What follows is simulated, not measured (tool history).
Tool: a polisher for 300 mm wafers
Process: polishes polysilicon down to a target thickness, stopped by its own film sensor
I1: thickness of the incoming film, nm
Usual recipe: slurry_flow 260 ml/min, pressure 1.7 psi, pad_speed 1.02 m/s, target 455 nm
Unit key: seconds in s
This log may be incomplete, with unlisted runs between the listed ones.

Run 1, hour 0.0: usual settings; I1 880.1. Result: seconds 80.3 s.
Run 2, hour 32.8: usual settings; I1 871.3. Result: seconds 80.0 s.
Run 3, hour 60.8: usual settings but pad_speed 1.26 m/s; I1 888.3. Result: seconds 66.0 s.
Run 4, hour 86.0: usual settings but pad_speed 1.26 m/s; I1 888.0. Result: seconds 64.7 s.
Run 5, hour 119.5: usual settings but slurry_flow 190 ml/min; I1 878.5. Result: seconds 79.2 s.
Run 6, hour 142.6: usual settings but slurry_flow 190 ml/min; I1 882.0. Result: seconds 78.2 s.
Run 7, hour 176.6: usual settings but slurry_flow 190 ml/min; I1 867.5. Result: seconds 79.3 s.
Run 8, hour 192.0: usual settings; I1 890.1. Result: seconds 71.5 s.
Run 9, hour 220.3: usual settings; I1 887.6. Result: seconds 74.6 s.
Run 10, hour 234.3: usual settings but pad_speed 1.14 m/s; I1 874.0. Result: seconds 68.8 s.
Run 11, hour 258.8: usual settings but pad_speed 1.14 m/s; I1 887.2. Result: seconds 69.8 s.
Run 12, hour 274.9: usual settings but pad_speed 1.14 m/s; I1 872.8. Result: seconds 67.0 s.
Run 13, hour 289.8: usual settings; I1 873.9. Result: seconds 74.3 s.
Run 14, hour 305.8: usual settings; I1 895.3. Result: seconds 81.6 s.
Run 15, hour 365.5: usual settings but slurry_flow 230 ml/min, pressure 2.0 psi, target 326 nm; I1 876.3. Result: seconds 78.0 s.
Run 16, hour 386.2: usual settings but slurry_flow 320 ml/min, pressure 2.2 psi, pad_speed 0.80 m/s, target 358 nm; I1 861.9. Result: seconds 78.4 s.
Run 17, hour 403.3: usual settings but slurry_flow 210 ml/min, pad_speed 0.74 m/s, target 325 nm; I1 890.6. Result: seconds 128.1 s.
Run 18, hour 437.6: usual settings but pad_speed 1.36 m/s, target 399 nm; I1 886.7. Result: seconds 67.6 s.
Run 19, hour 468.7: usual settings but pressure 1.9 psi, pad_speed 0.88 m/s; I1 868.1. Result: seconds 74.7 s.
Run 20, hour 495.9: usual settings; I1 882.1. Result: seconds 76.4 s.
Run 21, hour 526.8: usual settings but slurry_flow 310 ml/min, pressure 1.9 psi, pad_speed 1.34 m/s, target 569 nm; I1 861.9. Result: seconds 38.7 s.
Run 22, hour 551.3: usual settings but pressure 1.4 psi, pad_speed 1.28 m/s, target 373 nm; I1 868.9. Result: seconds 93.3 s.
Run 23, hour 571.3: usual settings but slurry_flow 230 ml/min, target 414 nm; I1 872.8. Result: seconds 83.4 s.
Run 24, hour 592.8: usual settings but pressure 1.4 psi, pad_speed 1.24 m/s, target 508 nm; I1 867.8. Result: seconds 70.6 s.
Run 25, hour 623.1: usual settings but slurry_flow 305 ml/min, pressure 2.3 psi, pad_speed 1.22 m/s, target 538 nm; I1 876.2. Result: seconds 37.7 s.

Taken out of this log: 7 entries between the listed runs. Where each belongs, and how the hidden state differs across it:
From run 2 to run 3: worn pad replaced by a new one (hour 56.9)
  removal rate lost through wear of the pad, %: 7.66 -> 0.913; deviation of the head's pressure from its setpoint, %: 1.41 -> 2.03
  measured less the result without the state, seconds: +5.1 -> -0.8 s
From run 7 to run 8: worn pad replaced by a new one (hour 188.4)
  removal rate lost through wear of the pad, %: 8.22 -> 0.686; deviation of the head's pressure from its setpoint, %: 4.62 -> 4.96
  measured less the result without the state, seconds: +3.2 -> -3.1 s
From run 12 to run 13: slurry nozzle cleaned (hour 277.5)
  removal rate lost through wear of the pad, %: 5.91 -> 6.85; deviation of the head's pressure from its setpoint, %: 6.82 -> 7.15
  measured less the result without the state, seconds: -0.4 -> +0.2 s
From run 14 to run 15: worn pad replaced by a new one (hour 325.0)
  removal rate lost through wear of the pad, %: 7.86 -> 2.96; deviation of the head's pressure from its setpoint, %: 7.51 -> 8.84
  measured less the result without the state, seconds: +0.8 -> -4.4 s
From run 18 to run 19: head pressure recalibrated (hour 450.2); worn pad replaced by a new one (hour 457.4)
  removal rate lost through wear of the pad, %: 7.51 -> 1.48; deviation of the head's pressure from its setpoint, %: 10.5 -> 1.03
  measured less the result without the state, seconds: -1.5 -> +0.4 s
From run 24 to run 25: worn pad replaced by a new one (hour 604.3)
  removal rate lost through wear of the pad, %: 9.31 -> 1.76; deviation of the head's pressure from its setpoint, %: 3.8 -> 4.48
  measured less the result without the state, seconds: +4.1 -> -0.9 s
